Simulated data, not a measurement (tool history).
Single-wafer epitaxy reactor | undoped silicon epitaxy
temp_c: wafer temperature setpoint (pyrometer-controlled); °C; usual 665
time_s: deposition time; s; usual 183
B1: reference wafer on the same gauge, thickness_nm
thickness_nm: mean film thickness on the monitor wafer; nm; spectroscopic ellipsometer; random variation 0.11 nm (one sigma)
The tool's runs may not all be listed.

Run 1, day 0.000: usual settings but time_s 170 s; B1 44.204. Result: thickness_nm 38.115 nm.
Run 2, day 1.262: usual settings but time_s 170 s; B1 44.206. Result: thickness_nm 38.240 nm.
Run 3, day 2.179: usual settings but temp_c 672 °C; B1 44.180. Result: thickness_nm 48.393 nm.
Run 4, day 3.562: usual settings but temp_c 672 °C; B1 44.233. Result: thickness_nm 48.320 nm.
Run 5, day 4.354: usual settings but temp_c 673 °C; B1 44.194. Result: thickness_nm 49.294 nm.
Run 6, day 4.904: usual settings but temp_c 677 °C; B1 44.222. Result: thickness_nm 54.531 nm.
Run 7, day 5.842: usual settings but temp_c 677 °C; B1 44.156. Result: thickness_nm 54.341 nm.
Run 8, day 7.233: usual settings but temp_c 677 °C; B1 44.175. Result: thickness_nm 54.126 nm.
Run 9, day 7.867: usual settings; B1 44.214. Result: thickness_nm 41.343 nm.
Run 10, day 8.654: usual settings but temp_c 655 °C; B1 44.211. Result: thickness_nm 32.734 nm.
Run 11, day 9.921: usual settings but time_s 164 s; B1 44.184. Result: thickness_nm 37.324 nm.
Run 12, day 10.442: usual settings but time_s 164 s; B1 44.196. Result: thickness_nm 37.072 nm.
Run 13, day 11.388: usual settings but time_s 212 s; B1 44.225. Result: thickness_nm 47.843 nm.
Run 14, day 12.204: usual settings; B1 44.212. Result: thickness_nm 41.583 nm.
Run 15, day 13.150: usual settings but temp_c 675 °C; B1 44.234. Result: thickness_nm 51.863 nm.
Run 16, day 14.154: usual settings but temp_c 675 °C; B1 44.218. Result: thickness_nm 52.298 nm.
Run 17, day 15.408: usual settings but temp_c 675 °C; B1 44.179. Result: thickness_nm 52.217 nm.
Run 18, day 16.079: usual settings; B1 44.214. Result: thickness_nm 41.510 nm.
Run 19, day 17.425: usual settings; B1 44.185. Result: thickness_nm 41.495 nm.
Run 20, day 18.754: usual settings; B1 44.180. Result: thickness_nm 41.660 nm.
Run 21, day 19.808: usual settings; B1 44.221. Result: thickness_nm 41.699 nm.
Run 22, day 21.121: usual settings but temp_c 656 °C, time_s 209 s; B1 44.192. Result: thickness_nm 38.722 nm.
Run 23, day 22.217: usual settings but temp_c 673 °C, time_s 218 s; B1 44.182. Result: thickness_nm 59.687 nm.
Run 24, day 23.279: usual settings but temp_c 677 °C; B1 44.188. Result: thickness_nm 55.169 nm.
Run 25, day 24.333: usual settings but temp_c 659 °C, time_s 159 s; B1 44.215. Result: thickness_nm 31.639 nm.
Run 26, day 25.375: usual settings but temp_c 658 °C, time_s 215 s; B1 44.194. Result: thickness_nm 41.942 nm.
Run 27, day 26.654: usual settings but time_s 209 s; B1 44.185. Result: thickness_nm 47.660 nm.
Run 28, day 27.821: usual settings but temp_c 675 °C, time_s 169 s; B1 44.178. Result: thickness_nm 48.564 nm.
Run 29, day 28.754: usual settings but temp_c 657 °C, time_s 193 s; B1 44.220. Result: thickness_nm 36.798 nm.
Run 30, day 29.258: usual settings; B1 44.228. Result: thickness_nm 42.240 nm.
Run 31, day 30.692: usual settings but temp_c 677 °C; B1 44.202. Result: thickness_nm 55.207 nm.
At day 31.529: pyrometer calibrated.
Run 32, day 31.729: usual settings but temp_c 672 °C, time_s 149 s; B1 44.199. Result: thickness_nm 38.981 nm.
Run 33, day 33.029: usual settings but temp_c 671 °C; B1 44.231. Result: thickness_nm 46.764 nm.
Run 34, day 33.862: usual settings but temp_c 678 °C, time_s 204 s; B1 44.218. Result: thickness_nm 60.944 nm.
Run 35, day 34.458: usual settings; B1 44.212. Result: thickness_nm 40.557 nm.
At day 35.038: gauge calibrated.
Run 36, day 35.050: usual settings but temp_c 679 °C; B1 44.203. Result: thickness_nm 56.104 nm.
Run 37, day 35.642: usual settings but temp_c 659 °C; B1 44.240. Result: thickness_nm 35.430 nm.
Run 38, day 36.788: usual settings but time_s 171 s; B1 44.171. Result: thickness_nm 37.974 nm.
Run 39, day 37.454: usual settings but temp_c 652 °C, time_s 202 s; B1 44.182. Result: thickness_nm 33.092 nm.
Run 40, day 38.483: usual settings but temp_c 677 °C, time_s 170 s; B1 44.211. Result: thickness_nm 49.725 nm.
Run 41, day 39.921: usual settings but temp_c 678 °C; B1 44.241. Result: thickness_nm 54.475 nm.
Run 42, day 40.546: usual settings; B1 44.169. Result: thickness_nm 40.480 nm.
Run 43, day 41.521: usual settings; B1 44.228. Result: thickness_nm 40.676 nm.
Run 44, day 42.221: usual settings but temp_c 678 °C, time_s 195 s; B1 44.201. Result: thickness_nm 58.377 nm.
Run 45, day 43.679: usual settings; B1 44.182. Result: thickness_nm 40.805 nm.
Run 46, day 44.350: usual settings but time_s 150 s; B1 44.207. Result: thickness_nm 33.244 nm.
Run 47, day 45.296: usual settings but temp_c 677 °C, time_s 160 s; B1 44.170. Result: thickness_nm 46.878 nm.

Hidden state or all else? Some run-to-run changes of thickness_nm, split into what the settings, what came in and random variation would give without the hidden state, and what is left for the hidden state (with any gauge scatter that isn't in both results):
The hidden state here: wafer temperature above the value expected at the setpoint (K); gauge reads high (%).
Run 22 -> 23: temp_c 656 -> 673, time_s 209 -> 218. thickness_nm +20.965 nm: hidden state +0.559, all else +20.406.
Run 24 -> 25: temp_c 677 -> 659, time_s 183 -> 159. thickness_nm -23.530 nm: hidden state -0.576, all else -22.954.
Run 31 -> 32: temp_c 677 -> 672, time_s 183 -> 149, pyrometer calibrated. thickness_nm -16.226 nm: hidden state -1.900, all else -14.326.
Run 36 -> 37: temp_c 679 -> 659. thickness_nm -20.674 nm: hidden state -0.011, all else -20.663.
